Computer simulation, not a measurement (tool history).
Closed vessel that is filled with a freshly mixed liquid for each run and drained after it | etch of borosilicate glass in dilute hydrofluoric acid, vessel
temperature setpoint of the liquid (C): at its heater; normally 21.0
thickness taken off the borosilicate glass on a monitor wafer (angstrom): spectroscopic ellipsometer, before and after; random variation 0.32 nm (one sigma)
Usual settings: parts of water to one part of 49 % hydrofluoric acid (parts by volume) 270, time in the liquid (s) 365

| run | hour | temperature setpoint of the liquid (C) | parts of water to one part of 49 % hydrofluoric acid (parts by volume) | time in the liquid (s) | wafers since the last listed run | hours since the thermometer was replaced | hours since the hydrofluoric acid flow meter was replaced | hours since the gauge calibration | read-back film thickness of the borosilicate glass reference wafer, read on the same gauge (nm) | thickness taken off the borosilicate glass on a monitor wafer (angstrom) |
|---|---|---|---|---|---|---|---|---|---|---|
| 1 | 0.0 | 19.0 | 270 | 365 | 0 | 1404.6 | 653.4 | 805.3 | 80.02 | 534.1 |
|  | 43.5 | hydrofluoric acid flow meter replaced |
|  | 48.5 | thermometer replaced |
| 2 | 68.4 | 21.0 | 270 | 365 | 5021 | 19.9 | 24.9 | 873.7 | 80.03 | 493.6 |
| 3 | 100.8 | 21.0 | 270 | 365 | 2450 | 52.3 | 57.3 | 906.1 | 80.00 | 502.7 |
| 4 | 157.2 | 21.0 | 270 | 540 | 4265 | 108.7 | 113.7 | 962.5 | 80.00 | 748.8 |
| 5 | 222.5 | 21.0 | 270 | 540 | 4938 | 174.0 | 179.0 | 1027.8 | 80.05 | 750.9 |
| 6 | 280.8 | 23.0 | 305 | 365 | 4409 | 232.3 | 237.3 | 1086.1 | 79.96 | 478.1 |
| 7 | 343.8 | 23.0 | 305 | 365 | 4764 | 295.3 | 300.3 | 1149.1 | 80.01 | 483.2 |
| 8 | 404.7 | 23.0 | 305 | 365 | 4605 | 356.2 | 361.2 | 1210.0 | 80.00 | 488.1 |
|  | 431.9 | gauge calibrated |
| 9 | 434.5 | 21.0 | 205 | 365 | 2253 | 386.0 | 391.0 | 2.6 | 80.04 | 746.0 |
| 10 | 496.9 | 21.0 | 205 | 365 | 4719 | 448.4 | 453.4 | 65.0 | 80.03 | 748.0 |
| 11 | 554.0 | 18.0 | 150 | 165 | 4318 | 505.5 | 510.5 | 122.1 | 79.98 | 441.6 |
| 12 | 588.7 | 18.5 | 395 | 365 | 2624 | 540.2 | 545.2 | 156.8 | 79.97 | 309.7 |
| 13 | 618.1 | 21.0 | 270 | 365 | 2223 | 569.6 | 574.6 | 186.2 | 79.97 | 550.4 |
| 14 | 715.1 | 17.5 | 340 | 365 | 7336 | 666.6 | 671.6 | 283.2 | 79.97 | 369.6 |
|  | 755.2 | hydrofluoric acid flow meter replaced |
| 15 | 765.6 | 22.5 | 235 | 295 | 3743 | 717.1 | 10.4 | 333.7 | 80.00 | 522.3 |
| 16 | 805.0 | 25.0 | 190 | 365 | 2979 | 756.5 | 49.8 | 373.1 | 80.03 | 910.7 |
| 17 | 847.3 | 24.0 | 350 | 365 | 3199 | 798.8 | 92.1 | 415.4 | 79.97 | 412.4 |
| 18 | 878.0 | 23.5 | 395 | 465 | 2321 | 829.5 | 122.8 | 446.1 | 79.99 | 442.5 |
| 19 | 941.1 | 19.0 | 395 | 365 | 4772 | 892.6 | 185.9 | 509.2 | 79.94 | 302.0 |
| 20 | 1013.0 | 21.0 | 320 | 465 | 5437 | 964.5 | 257.8 | 581.1 | 80.01 | 556.1 |
| 21 | 1038.3 | 21.0 | 270 | 240 | 1913 | 989.8 | 283.1 | 606.4 | 80.02 | 354.7 |
| 22 | 1099.4 | 22.5 | 235 | 295 | 4620 | 1050.9 | 344.2 | 667.5 | 79.97 | 547.3 |
| 23 | 1162.0 | 21.0 | 270 | 365 | 4734 | 1113.5 | 406.8 | 730.1 | 79.97 | 554.9 |
| 24 | 1194.6 | 21.0 | 270 | 365 | 2465 | 1146.1 | 439.4 | 762.7 | 80.05 | 558.0 |
| 25 | 1254.5 | 21.0 | 330 | 365 | 4530 | 1206.0 | 499.3 | 822.6 | 80.05 | 436.7 |
| 26 | 1283.3 | 21.0 | 365 | 165 | 2178 | 1234.8 | 528.1 | 851.4 | 80.01 | 172.3 |
| 27 | 1314.7 | 21.0 | 270 | 365 | 2374 | 1266.2 | 559.5 | 882.8 | 79.98 | 570.1 |
| 28 | 1365.6 | 17.0 | 190 | 365 | 3849 | 1317.1 | 610.4 | 933.7 | 79.99 | 752.7 |
| 29 | 1400.9 | 21.0 | 150 | 365 | 2669 | 1352.4 | 645.7 | 969.0 | 80.04 | 1168.0 |
|  | 1414.0 | hydrofluoric acid flow meter replaced |
| 30 | 1454.7 | 22.5 | 335 | 540 | 3993 | 1406.2 | 40.7 | 1022.8 | 79.98 | 637.1 |
| 31 | 1514.7 | 18.5 | 270 | 365 | 4537 | 1466.2 | 100.7 | 1082.8 | 79.99 | 485.6 |
|  | 1514.9 | gauge calibrated |
| 32 | 1561.5 | 19.0 | 185 | 365 | 3539 | 1513.0 | 147.5 | 46.6 | 80.00 | 803.4 |

4 options for the next run, each taken on its own from the tool as it stands now. Forecast them:
| A | 1562.3 | 21.0 | 270 | 365 | 60 | 1513.8 | 148.3 | 47.4 | ? | ? |
| B | 1562.3 | 18.5 | 365 | 445 | 60 | 1513.8 | 148.3 | 47.4 | ? | ? |
| C | 1562.3 | 18.5 | 140 | 365 | 60 | 1513.8 | 148.3 | 47.4 | ? | ? |
| D | 1562.3 | 19.0 | 320 | 260 | 60 | 1513.8 | 148.3 | 47.4 | ? | ? |

| run | read-back film thickness of the borosilicate glass reference wafer, read on the same gauge (nm) | thickness taken off the borosilicate glass on a monitor wafer (angstrom) |
|---|---|---|
| A | 80.00 | 544.7 |
| B | 80.00 | 412.6 |
| C | 80.00 | 1089.0 |
| D | 80.00 | 291.0 |
Stripped of hidden state, with their random variation kept, the same runs would have yielded:
| run | thickness taken off the borosilicate glass on a monitor wafer (angstrom) |
|---|---|
| A | 486.9 |
| B | 369.0 |
| C | 967.6 |
| D | 260.1 |
